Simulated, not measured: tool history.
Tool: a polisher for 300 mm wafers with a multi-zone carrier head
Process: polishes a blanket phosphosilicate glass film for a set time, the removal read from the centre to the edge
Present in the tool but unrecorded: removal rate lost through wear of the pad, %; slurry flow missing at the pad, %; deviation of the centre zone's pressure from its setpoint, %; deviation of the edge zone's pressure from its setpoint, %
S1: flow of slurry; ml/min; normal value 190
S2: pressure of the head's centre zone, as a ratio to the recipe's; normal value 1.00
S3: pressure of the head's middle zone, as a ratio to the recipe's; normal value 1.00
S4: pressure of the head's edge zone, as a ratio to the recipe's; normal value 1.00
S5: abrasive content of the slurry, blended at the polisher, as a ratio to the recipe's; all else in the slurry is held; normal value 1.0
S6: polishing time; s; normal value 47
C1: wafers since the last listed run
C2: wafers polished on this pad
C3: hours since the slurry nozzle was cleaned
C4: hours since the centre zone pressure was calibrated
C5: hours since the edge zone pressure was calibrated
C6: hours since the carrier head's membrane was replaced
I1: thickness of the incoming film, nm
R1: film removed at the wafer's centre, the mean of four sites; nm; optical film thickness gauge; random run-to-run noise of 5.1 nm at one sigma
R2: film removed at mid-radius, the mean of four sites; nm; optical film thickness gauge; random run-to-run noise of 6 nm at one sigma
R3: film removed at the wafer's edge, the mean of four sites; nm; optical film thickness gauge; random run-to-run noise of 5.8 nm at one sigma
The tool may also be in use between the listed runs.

{"run": 1, "hour": 0.0, "S1": 190, "S2": 1.0, "S3": 1.0, "S4": 1.0, "S5": 1.1, "S6": 47, "C1": 0, "C2": 800, "C3": 277.1, "C4": 437.9, "C5": 321.0, "C6": 685.2, "I1": 2026.9, "R1": 493.1, "R2": 502.0, "R3": 511.1}
{"run": 2, "hour": 59.9, "S1": 190, "S2": 1.0, "S3": 1.0, "S4": 1.08, "S5": 1.0, "S6": 47, "C1": 444, "C2": 1245, "C3": 337.0, "C4": 497.8, "C5": 380.9, "C6": 745.1, "I1": 2073.4, "R1": 470.1, "R2": 468.2, "R3": 492.7}
{"hour": 123.2, "done": "worn pad replaced by a new one"}
{"run": 3, "hour": 134.2, "S1": 190, "S2": 1.0, "S3": 1.0, "S4": 1.08, "S5": 1.0, "S6": 47, "C1": 521, "C2": 81, "C3": 411.3, "C4": 572.1, "C5": 455.2, "C6": 819.4, "I1": 2056.0, "R1": 491.7, "R2": 493.3, "R3": 513.9}
{"hour": 156.6, "done": "edge zone pressure recalibrated"}
{"run": 4, "hour": 204.6, "S1": 190, "S2": 1.0, "S3": 1.0, "S4": 1.06, "S5": 1.0, "S6": 47, "C1": 507, "C2": 589, "C3": 481.7, "C4": 642.5, "C5": 48.0, "C6": 889.8, "I1": 2076.6, "R1": 480.5, "R2": 490.3, "R3": 500.5}
{"run": 5, "hour": 296.6, "S1": 190, "S2": 1.0, "S3": 1.0, "S4": 1.06, "S5": 1.0, "S6": 47, "C1": 682, "C2": 1272, "C3": 573.7, "C4": 734.5, "C5": 140.0, "C6": 981.8, "I1": 2050.9, "R1": 467.5, "R2": 470.7, "R3": 483.9}
{"hour": 322.3, "done": "worn pad replaced by a new one"}
{"run": 6, "hour": 342.7, "S1": 190, "S2": 1.0, "S3": 1.0, "S4": 1.06, "S5": 1.0, "S6": 47, "C1": 312, "C2": 151, "C3": 619.8, "C4": 780.6, "C5": 186.1, "C6": 1027.9, "I1": 2045.0, "R1": 481.0, "R2": 485.6, "R3": 506.6}
{"run": 7, "hour": 406.5, "S1": 190, "S2": 1.0, "S3": 1.0, "S4": 1.0, "S5": 1.0, "S6": 47, "C1": 473, "C2": 625, "C3": 683.6, "C4": 844.4, "C5": 249.9, "C6": 1091.7, "I1": 2054.9, "R1": 484.8, "R2": 485.8, "R3": 492.6}
{"hour": 488.4, "done": "slurry nozzle cleaned"}
{"run": 8, "hour": 508.1, "S1": 190, "S2": 1.0, "S3": 1.0, "S4": 0.92, "S5": 1.0, "S6": 47, "C1": 746, "C2": 1372, "C3": 19.7, "C4": 946.0, "C5": 351.5, "C6": 1193.3, "I1": 2081.5, "R1": 460.1, "R2": 460.1, "R3": 448.7}
{"run": 9, "hour": 549.4, "S1": 190, "S2": 0.95, "S3": 1.0, "S4": 1.07, "S5": 1.0, "S6": 55, "C1": 306, "C2": 1678, "C3": 61.0, "C4": 987.3, "C5": 392.8, "C6": 1234.6, "I1": 2013.1, "R1": 493.0, "R2": 511.9, "R3": 558.4}
{"hour": 569.4, "done": "worn pad replaced by a new one"}
{"hour": 589.5, "done": "edge zone pressure recalibrated"}
{"run": 10, "hour": 637.5, "S1": 190, "S2": 1.0, "S3": 1.0, "S4": 1.04, "S5": 1.0, "S6": 42, "C1": 609, "C2": 490, "C3": 149.1, "C4": 1075.4, "C5": 48.0, "C6": 1322.7, "I1": 2051.6, "R1": 427.9, "R2": 434.7, "R3": 436.3}
{"hour": 733.8, "done": "centre zone pressure recalibrated"}
{"hour": 775.3, "done": "carrier head's membrane replaced by a new one"}
{"run": 11, "hour": 812.9, "S1": 190, "S2": 1.05, "S3": 1.0, "S4": 1.0, "S5": 1.0, "S6": 47, "C1": 1250, "C2": 1741, "C3": 324.5, "C4": 79.1, "C5": 223.4, "C6": 37.6, "I1": 2032.1, "R1": 457.3, "R2": 440.5, "R3": 445.0}
{"hour": 822.2, "done": "worn pad replaced by a new one"}
{"run": 12, "hour": 880.3, "S1": 190, "S2": 1.11, "S3": 1.1, "S4": 0.88, "S5": 1.0, "S6": 47, "C1": 470, "C2": 431, "C3": 391.9, "C4": 146.5, "C5": 290.8, "C6": 105.0, "I1": 2038.2, "R1": 529.5, "R2": 515.9, "R3": 458.6}
{"run": 13, "hour": 948.0, "S1": 190, "S2": 1.0, "S3": 1.0, "S4": 0.92, "S5": 1.0, "S6": 47, "C1": 502, "C2": 933, "C3": 459.6, "C4": 214.2, "C5": 358.5, "C6": 172.7, "I1": 2036.0, "R1": 463.5, "R2": 470.8, "R3": 461.8}
{"hour": 1052.7, "done": "worn pad replaced by a new one"}
{"run": 14, "hour": 1054.7, "S1": 190, "S2": 1.0, "S3": 1.0, "S4": 1.0, "S5": 1.0, "S6": 47, "C1": 762, "C2": 15, "C3": 566.3, "C4": 320.9, "C5": 465.2, "C6": 279.4, "I1": 2028.2, "R1": 482.9, "R2": 491.4, "R3": 487.9}
{"run": 15, "hour": 1123.7, "S1": 190, "S2": 1.0, "S3": 1.1, "S4": 1.0, "S5": 1.0, "S6": 47, "C1": 512, "C2": 527, "C3": 635.3, "C4": 389.9, "C5": 534.2, "C6": 348.4, "I1": 2059.1, "R1": 479.1, "R2": 511.9, "R3": 491.2}

5 ways to go on from here, each from the tool as it stands after run 15. What would each give?
{"run": "A", "hour": 1124.1, "S1": 190, "S2": 1.0, "S3": 1.0, "S4": 1.0, "S5": 1.0, "S6": 47, "C1": 2, "C2": 530, "C3": 635.7, "C4": 390.3, "C5": 534.6, "C6": 348.8, "I1": 1991.4, "R1": "?", "R2": "?", "R3": "?"}
{"run": "B", "hour": 1124.1, "S1": 190, "S2": 1.0, "S3": 0.95, "S4": 1.0, "S5": 1.0, "S6": 61, "C1": 2, "C2": 530, "C3": 635.7, "C4": 390.3, "C5": 534.6, "C6": 348.8, "I1": 1991.4, "R1": "?", "R2": "?", "R3": "?"}
{"run": "C", "hour": 1124.1, "S1": 225, "S2": 1.07, "S3": 1.0, "S4": 1.0, "S5": 1.0, "S6": 57, "C1": 2, "C2": 530, "C3": 635.7, "C4": 390.3, "C5": 534.6, "C6": 348.8, "I1": 1991.4, "R1": "?", "R2": "?", "R3": "?"}
{"run": "D", "hour": 1124.1, "S1": 155, "S2": 0.96, "S3": 1.0, "S4": 0.96, "S5": 1.0, "S6": 55, "C1": 2, "C2": 530, "C3": 635.7, "C4": 390.3, "C5": 534.6, "C6": 348.8, "I1": 1991.4, "R1": "?", "R2": "?", "R3": "?"}
{"run": "E", "hour": 1124.1, "S1": 190, "S2": 1.09, "S3": 1.0, "S4": 1.0, "S5": 1.3, "S6": 47, "C1": 2, "C2": 530, "C3": 635.7, "C4": 390.3, "C5": 534.6, "C6": 348.8, "I1": 1991.4, "R1": "?", "R2": "?", "R3": "?"}

run=A R1=478.4 R2=486.6 R3=494.5
run=B R1=620.7 R2=607.0 R3=642.2
run=C R1=639.1 R2=605.1 R3=611.1
run=D R1=514.7 R2=548.3 R3=552.0
run=E R1=572.7 R2=533.8 R3=542.7
Without the tool's hidden state the same runs would have given:
run=A R1=485.8 R2=494.0 R3=502.0
run=B R1=630.2 R2=616.3 R3=652.0
run=C R1=648.9 R2=614.4 R3=620.4
run=D R1=522.6 R2=556.7 R3=560.4
run=E R1=581.5 R2=542.0 R3=551.0
